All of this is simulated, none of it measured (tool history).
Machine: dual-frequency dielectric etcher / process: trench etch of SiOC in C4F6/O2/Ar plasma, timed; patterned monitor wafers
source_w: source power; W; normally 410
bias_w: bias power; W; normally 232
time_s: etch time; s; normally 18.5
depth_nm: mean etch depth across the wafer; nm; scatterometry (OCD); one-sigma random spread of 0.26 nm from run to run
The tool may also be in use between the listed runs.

run   hour  source_w  bias_w  time_s  wafers since the last listed run  hours since the last wet clean  hours since the last source power generator calibration  hours since the last bias power generator calibration  hours since the last upper electrode change  hours since the gauge calibration  read-back reference wafer on the same gauge, depth_nm  depth_nm
  1    0.0       410     232    18.5                                 0                           289.2                                                   3555.4                                                 2259.8                                       3731.0                              454.2                                                  43.27     39.07
  2    7.1       410     232    18.5                               118                           296.3                                                   3562.5                                                 2266.9                                       3738.1                              461.3                                                  43.35     39.06
  3   23.7       410     232    18.5                               276                           312.9                                                   3579.1                                                 2283.5                                       3754.7                              477.9                                                  43.32     38.98
  4   37.2       410     232    18.5                               225                           326.4                                                   3592.6                                                 2297.0                                       3768.2                              491.4                                                  43.24     39.13
      47.4  -- gauge calibrated
  5   54.6       460     232    18.5                               290                           343.8                                                   3610.0                                                 2314.4                                       3785.6                                7.2                                                  43.36     41.49
  6   61.5       460     232    18.5                               115                           350.7                                                   3616.9                                                 2321.3                                       3792.5                               14.1                                                  43.25     41.54
      97.2  -- upper electrode replaced
     107.0  -- bias power generator calibrated
     117.0  -- wet clean of the chamber
  7  117.5       450     204    18.5                               300                             0.5                                                   3672.9                                                   10.5                                         20.3                               70.1                                                  43.25     35.05
  8  117.8       450     204    18.5                                 5                             0.8                                                   3673.2                                                   10.8                                         20.6                               70.4                                                  43.31     34.80
  9  118.2       410     232    18.5                                 6                             1.2                                                   3673.6                                                   11.2                                         21.0                               70.8                                                  43.36     35.31
 10  118.5       410     232    18.5                                 5                             1.5                                                   3673.9                                                   11.5                                         21.3                               71.1                                                  43.27     35.17
 11  118.8       470     284    15.0                                 5                             1.8                                                   3674.2                                                   11.8                                         21.6                               71.4                                                  43.28     32.48
 12  125.4       310     232    18.5                               110                             8.4                                                   3680.8                                                   18.4                                         28.2                               78.0                                                  43.25     30.53
 13  138.7       410     232    18.5                               221                            21.7                                                   3694.1                                                   31.7                                         41.5                               91.3                                                  43.32     35.34
 14  151.5       410     232    15.0                               213                            34.5                                                   3706.9                                                   44.5                                         54.3                              104.1                                                  43.26     28.46
 15  167.3       310     232    18.5                               263                            50.3                                                   3722.7                                                   60.3                                         70.1                              119.9                                                  43.30     30.59
 16  175.2       470     181    20.0                               131                            58.2                                                   3730.6                                                   68.2                                         78.0                              127.8                                                  43.29     37.24
 17  184.3       410     193    18.5                               151                            67.3                                                   3739.7                                                   77.3                                         87.1                              136.9                                                  43.17     32.62
     216.9  -- wet clean of the chamber, repeated, since the last time left the tool worse
 18  217.6       410     232    18.5                               155                             0.7                                                   3773.0                                                  110.6                                        120.4                              170.2                                                  43.28     37.35
     225.7  -- source power generator calibrated
 19  229.6       410     232    18.5                               133                            12.7                                                      3.9                                                  122.6                                        132.4                              182.2                                                  43.31     37.09
 20  236.9       490     273    20.5                               121                            20.0                                                     11.2                                                  129.9                                        139.7                              189.5                                                  43.38     48.29
 21  254.3       410     232    14.5                               290                            37.4                                                     28.6                                                  147.3                                        157.1                              206.9                                                  43.39     29.56
 22  271.3       360     232    18.5                               283                            54.4                                                     45.6                                                  164.3                                        174.1                              223.9                                                  43.33     35.52
 23  286.3       410     232    18.5                               250                            69.4                                                     60.6                                                  179.3                                        189.1                              238.9                                                  43.27     38.05
 24  299.3       410     232    18.5                               216                            82.4                                                     73.6                                                  192.3                                        202.1                              251.9                                                  43.35     37.76
 25  310.8       340     271    18.5                               191                            93.9                                                     85.1                                                  203.8                                        213.6                              263.4                                                  43.29     36.41
 26  323.3       330     277    24.0                               208                           106.4                                                     97.6                                                  216.3                                        226.1                              275.9                                                  43.27     47.57
 27  338.5       380     186    14.0                               253                           121.6                                                    112.8                                                  231.5                                        241.3                              291.1                                                  43.25     25.31
 28  352.4       410     232    24.0                               231                           135.5                                                    126.7                                                  245.4                                        255.2                              305.0                                                  43.26     49.16
 29  367.5       410     232    18.5                               251                           150.6                                                    141.8                                                  260.5                                        270.3                              320.1                                                  43.35     37.99
 30  378.9       330     265    14.0                               190                           162.0                                                    153.2                                                  271.9                                        281.7                              331.5                                                  43.33     26.98
 31  391.8       410     232    18.5                               215                           174.9                                                    166.1                                                  284.8                                        294.6                              344.4                                                  43.27     37.80

The logged runs with the hidden state left out (each run's random variation unchanged):
Hidden state at play: etch rate over this chamber's usual, %; source power that arrives over what is set, %; bias power that arrives over what is set, %; gauge reads high (%).
run  depth_nm
  1     37.83
  2     37.79
  3     37.65
  4     37.75
  5     39.96
  6     39.98
  7     37.64
  8     37.38
  9     37.92
 10     37.76
 11     34.88
 12     32.77
 13     37.87
 14     30.46
 15     32.68
 16     39.76
 17     34.79
 18     37.44
 19     37.14
 20     48.32
 21     29.53
 22     35.42
 23     37.90
 24     37.55
 25     36.18
 26     47.21
 27     25.08
 28     48.65
 29     37.54
 30     26.63
 31     37.26
